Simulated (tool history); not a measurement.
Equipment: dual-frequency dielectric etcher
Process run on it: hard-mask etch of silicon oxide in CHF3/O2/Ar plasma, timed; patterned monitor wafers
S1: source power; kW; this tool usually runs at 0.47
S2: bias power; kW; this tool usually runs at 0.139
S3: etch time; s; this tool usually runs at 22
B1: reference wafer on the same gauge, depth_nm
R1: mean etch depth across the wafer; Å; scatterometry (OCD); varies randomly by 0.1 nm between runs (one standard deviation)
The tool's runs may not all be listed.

| run | hour | S1 | S2 | S3 | B1 | R1 |
|---|---|---|---|---|---|---|
| 1 | 0 | 0.47 | 0.139 | 25 | 41.9 | 407.4 |
| 2 | 98.6 | 0.47 | 0.139 | 22 | 41.86 | 356.5 |
| 3 | 194.9 | 0.47 | 0.139 | 22 | 41.88 | 355.5 |
| 4 | 292.8 | 0.47 | 0.139 | 22 | 41.91 | 357.6 |
| 5 | 376.1 | 0.47 | 0.139 | 22 | 41.93 | 356.5 |
| 6 | 449 | 0.47 | 0.139 | 22 | 41.84 | 360 |
| 7 | 545.9 | 0.44 | 0.139 | 22 | 41.9 | 351.9 |
| 8 | 779.9 | 0.44 | 0.139 | 22 | 41.9 | 349.2 |
| 9 | 876.2 | 0.47 | 0.139 | 22 | 41.87 | 358.2 |
| 10 | 923.3 | 0.47 | 0.139 | 22 | 41.91 | 358.7 |
| 11 | 1169.2 | 0.47 | 0.139 | 22 | 41.86 | 361 |
| 12 | 1264.9 | 0.47 | 0.139 | 22 | 41.87 | 356.3 |
| 13 | 1368.5 | 0.56 | 0.148 | 22 | 41.88 | 384.1 |
| 14 | 1474.3 | 0.47 | 0.139 | 17.5 | 41.93 | 283.6 |
| 15 | 1573.6 | 0.44 | 0.15 | 19.5 | 41.92 | 316 |
| 16 | 1679.4 | 0.44 | 0.15 | 19.5 | 41.95 | 321 |
| 17 | 1748.8 | 0.47 | 0.139 | 22 | 41.87 | 361.7 |
| 18 | 1804.7 | 0.47 | 0.139 | 16 | 41.92 | 261.9 |
| 19 | 1843.8 | 0.47 | 0.173 | 22 | 41.87 | 379.3 |
| 20 | 1916.4 | 0.47 | 0.123 | 20.5 | 41.89 | 326.5 |
| 21 | 2005 | 0.43 | 0.139 | 22 | 41.93 | 349.6 |
| 22 | 2082.3 | 0.47 | 0.114 | 22 | 41.91 | 347.5 |
| 23 | 2163.1 | 0.47 | 0.139 | 22 | 41.87 | 363.7 |
| 24 | 2239.7 | 0.47 | 0.139 | 22 | 41.91 | 361.5 |
| 25 | 2334.1 | 0.4 | 0.139 | 22 | 41.9 | 338.6 |
| 26 | 2414.3 | 0.47 | 0.139 | 22 | 41.94 | 358.7 |
| 27 | 2485.5 | 0.47 | 0.156 | 16.5 | 41.88 | 276.8 |
| 28 | 2544 | 0.53 | 0.108 | 22 | 41.89 | 353.9 |

Put back what was entered between runs (9 entries, withheld): which listed runs does each sit between, and how does the hidden state differ from the listed run before to the listed run after?
Logged between run 1 and run 2: wet clean of the chamber (hour 98.1)
  etch rate over this chamber's usual, %: 1.06 -> -0.0908; source power that arrives over what is set, %: -3.61 -> -3.75
  measured value less the no-hidden-state value, R1: -0.8 -> -5.1 Å
Logged between run 7 and run 8: wet clean of the chamber (hour 601.3)
  etch rate over this chamber's usual, %: 0.944 -> 0.528; source power that arrives over what is set, %: -4.24 -> -4.43
  measured value less the no-hidden-state value, R1: -1.9 -> -3.7 Å
Logged between run 10 and run 11: bias power generator calibrated (hour 1035.2); gauge calibrated (hour 1084.1)
  etch rate over this chamber's usual, %: 0.86 -> 1.43; source power that arrives over what is set, %: -4.53 -> -4.67
  measured value less the no-hidden-state value, R1: -2.7 -> -0.8 Å
Logged between run 11 and run 12: wet clean of the chamber (hour 1219.5)
  etch rate over this chamber's usual, %: 1.43 -> 0.162; source power that arrives over what is set, %: -4.67 -> -4.71
  measured value less the no-hidden-state value, R1: -0.8 -> -5.4 Å
Logged between run 14 and run 15: upper electrode replaced (hour 1527.8)
  etch rate over this chamber's usual, %: 0.647 -> 0.876; source power that arrives over what is set, %: -4.8 -> -4.84
  measured value less the no-hidden-state value, R1: -2.9 -> -2.6 Å
Logged between run 15 and run 16: source power generator calibrated (hour 1582.1)
  etch rate over this chamber's usual, %: 0.876 -> 1.12; source power that arrives over what is set, %: -4.84 -> -0.729
  measured value less the no-hidden-state value, R1: -2.6 -> +2.8 Å
Logged between run 16 and run 17: wet clean of the chamber (hour 1745)
  etch rate over this chamber's usual, %: 1.12 -> 0.253; source power that arrives over what is set, %: -0.729 -> -1.03
  measured value less the no-hidden-state value, R1: +2.8 -> -0.3 Å
Logged between run 24 and run 25: wet clean of the chamber (hour 2302.7)
  etch rate over this chamber's usual, %: 1.39 -> 0.151; source power that arrives over what is set, %: -2.66 -> -2.9
  measured value less the no-hidden-state value, R1: +1.7 -> -2.9 Å
